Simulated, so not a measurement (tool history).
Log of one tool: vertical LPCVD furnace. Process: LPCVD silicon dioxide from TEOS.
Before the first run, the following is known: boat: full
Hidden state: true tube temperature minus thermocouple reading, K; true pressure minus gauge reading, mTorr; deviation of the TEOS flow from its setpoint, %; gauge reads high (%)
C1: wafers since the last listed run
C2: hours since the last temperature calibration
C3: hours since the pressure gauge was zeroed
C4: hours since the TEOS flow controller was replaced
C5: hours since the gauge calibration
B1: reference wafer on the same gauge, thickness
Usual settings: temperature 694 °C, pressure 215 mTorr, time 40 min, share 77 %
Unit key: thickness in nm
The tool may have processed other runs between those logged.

{"run": 1, "hour": 0.0, "temperature": 694, "pressure": 215, "time": 40, "share": 77, "C1": 0, "C2": 1929.2, "C3": 1295.1, "C4": 3468.4, "C5": 653.3, "B1": 246.76, "thickness": 246.49}
{"run": 2, "hour": 26.7, "temperature": 694, "pressure": 215, "time": 40, "share": 77, "C1": 541, "C2": 1955.9, "C3": 1321.8, "C4": 3495.1, "C5": 680, "B1": 246.82, "thickness": 244.36}
{"run": 3, "hour": 39.3, "temperature": 694, "pressure": 215, "time": 40, "share": 77, "C1": 255, "C2": 1968.5, "C3": 1334.4, "C4": 3507.7, "C5": 692.6, "B1": 246.9, "thickness": 246.1}
{"run": 4, "hour": 61.8, "temperature": 694, "pressure": 215, "time": 40, "share": 77, "C1": 456, "C2": 1991, "C3": 1356.9, "C4": 3530.2, "C5": 715.1, "B1": 247.01, "thickness": 245.22}
{"run": 5, "hour": 86.2, "temperature": 694, "pressure": 215, "time": 40, "share": 77, "C1": 494, "C2": 2015.4, "C3": 1381.3, "C4": 3554.6, "C5": 739.5, "B1": 246.99, "thickness": 246.98}
{"run": 6, "hour": 117.3, "temperature": 694, "pressure": 215, "time": 40, "share": 77, "C1": 630, "C2": 2046.5, "C3": 1412.4, "C4": 3585.7, "C5": 770.6, "B1": 247, "thickness": 246.95}
{"run": 7, "hour": 151.4, "temperature": 694, "pressure": 215, "time": 40, "share": 77, "C1": 691, "C2": 2080.6, "C3": 1446.5, "C4": 3619.8, "C5": 804.7, "B1": 247.01, "thickness": 246.19}
{"run": 8, "hour": 187.3, "temperature": 694, "pressure": 215, "time": 40, "share": 77, "C1": 728, "C2": 2116.5, "C3": 1482.4, "C4": 3655.7, "C5": 840.6, "B1": 246.99, "thickness": 246.21}
{"run": 9, "hour": 212.2, "temperature": 694, "pressure": 215, "time": 40, "share": 77, "C1": 505, "C2": 2141.4, "C3": 1507.3, "C4": 3680.6, "C5": 865.5, "B1": 246.86, "thickness": 247.1}
{"run": 10, "hour": 243.7, "temperature": 694, "pressure": 215, "time": 40, "share": 77, "C1": 638, "C2": 2172.9, "C3": 1538.8, "C4": 3712.1, "C5": 897, "B1": 247.12, "thickness": 247.36}
{"hour": 270.5, "done": "thermocouples replaced and temperature profile calibrated"}
{"run": 11, "hour": 271.0, "temperature": 694, "pressure": 215, "time": 40, "share": 77, "C1": 66, "C2": 0.5, "C3": 1566.1, "C4": 3739.4, "C5": 924.3, "B1": 247.18, "thickness": 235.14}
{"run": 12, "hour": 281.0, "temperature": 688, "pressure": 215, "time": 45, "share": 89, "C1": 202, "C2": 10.5, "C3": 1576.1, "C4": 3749.4, "C5": 934.3, "B1": 247.11, "thickness": 247.13}
{"run": 13, "hour": 300.7, "temperature": 694, "pressure": 215, "time": 40, "share": 77, "C1": 399, "C2": 30.2, "C3": 1595.8, "C4": 3769.1, "C5": 954, "B1": 246.96, "thickness": 235.66}
{"run": 14, "hour": 315.0, "temperature": 698, "pressure": 215, "time": 40, "share": 77, "C1": 290, "C2": 44.5, "C3": 1610.1, "C4": 3783.4, "C5": 968.3, "B1": 246.95, "thickness": 258.94}
{"run": 15, "hour": 329.8, "temperature": 687, "pressure": 255, "time": 54.5, "share": 77, "C1": 300, "C2": 59.3, "C3": 1624.9, "C4": 3798.2, "C5": 983.1, "B1": 247.06, "thickness": 297.12}
{"hour": 415.2, "done": "TEOS flow controller replaced"}
{"run": 16, "hour": 415.7, "temperature": 694, "pressure": 185, "time": 49, "share": 77, "C1": 1255, "C2": 145.2, "C3": 1710.8, "C4": 0.5, "C5": 1069, "B1": 247.11, "thickness": 267.7}
{"run": 17, "hour": 431.0, "temperature": 704, "pressure": 260, "time": 52.5, "share": 87, "C1": 310, "C2": 160.5, "C3": 1726.1, "C4": 15.8, "C5": 1084.3, "B1": 247.02, "thickness": 453.89}
{"run": 18, "hour": 536.0, "temperature": 702, "pressure": 265, "time": 40, "share": 77, "C1": 2129, "C2": 265.5, "C3": 1831.1, "C4": 120.8, "C5": 1189.3, "B1": 246.82, "thickness": 316.04}
{"run": 19, "hour": 550.4, "temperature": 694, "pressure": 235, "time": 40, "share": 77, "C1": 292, "C2": 279.9, "C3": 1845.5, "C4": 135.2, "C5": 1203.7, "B1": 247.13, "thickness": 246.63}
{"hour": 575.3, "done": "gauge calibrated"}
{"hour": 606.4, "done": "pressure gauge zeroed"}
{"run": 20, "hour": 606.9, "temperature": 694, "pressure": 240, "time": 30.5, "share": 77, "C1": 659, "C2": 336.4, "C3": 0.5, "C4": 191.7, "C5": 31.6, "B1": 247.02, "thickness": 190.45}
{"run": 21, "hour": 617.0, "temperature": 699, "pressure": 260, "time": 54.5, "share": 77, "C1": 204, "C2": 346.5, "C3": 10.6, "C4": 201.8, "C5": 41.7, "B1": 247.02, "thickness": 398.68}
{"run": 22, "hour": 652.0, "temperature": 694, "pressure": 215, "time": 40, "share": 68, "C1": 709, "C2": 381.5, "C3": 45.6, "C4": 236.8, "C5": 76.7, "B1": 247, "thickness": 222.54}
{"run": 23, "hour": 677.2, "temperature": 694, "pressure": 250, "time": 40, "share": 77, "C1": 511, "C2": 406.7, "C3": 70.8, "C4": 262, "C5": 101.9, "B1": 246.97, "thickness": 255.97}
{"run": 24, "hour": 689.4, "temperature": 694, "pressure": 215, "time": 30, "share": 77, "C1": 247, "C2": 418.9, "C3": 83, "C4": 274.2, "C5": 114.1, "B1": 247.06, "thickness": 176.82}
{"run": 25, "hour": 709.6, "temperature": 694, "pressure": 215, "time": 40, "share": 77, "C1": 409, "C2": 439.1, "C3": 103.2, "C4": 294.4, "C5": 134.3, "B1": 247.07, "thickness": 235.9}
{"run": 26, "hour": 730.5, "temperature": 694, "pressure": 215, "time": 40, "share": 77, "C1": 423, "C2": 460, "C3": 124.1, "C4": 315.3, "C5": 155.2, "B1": 247.03, "thickness": 236.41}
{"run": 27, "hour": 748.3, "temperature": 694, "pressure": 215, "time": 32, "share": 77, "C1": 361, "C2": 477.8, "C3": 141.9, "C4": 333.1, "C5": 173, "B1": 246.91, "thickness": 188.4}
{"run": 28, "hour": 761.4, "temperature": 694, "pressure": 215, "time": 27, "share": 81, "C1": 265, "C2": 490.9, "C3": 155, "C4": 346.2, "C5": 186.1, "B1": 247.03, "thickness": 162.76}
{"run": 29, "hour": 797.3, "temperature": 694, "pressure": 250, "time": 40, "share": 77, "C1": 728, "C2": 526.8, "C3": 190.9, "C4": 382.1, "C5": 222, "B1": 247.02, "thickness": 254.69}
{"run": 30, "hour": 824.6, "temperature": 694, "pressure": 215, "time": 40, "share": 77, "C1": 553, "C2": 554.1, "C3": 218.2, "C4": 409.4, "C5": 249.3, "B1": 246.99, "thickness": 236.71}

Run 31 is up next; what results do you expect?
{"run": 31, "hour": 850.8, "temperature": 694, "pressure": 215, "time": 40, "share": 77, "C1": 531, "C2": 580.3, "C3": 244.4, "C4": 435.6, "C5": 275.5, "B1": "?", "thickness": "?"}

{"run 31": {"B1": 246.9, "thickness": 237.06}}
With the hidden condition absent and the run-to-run variation left alone, this run would have shown thickness 236.08 nm.
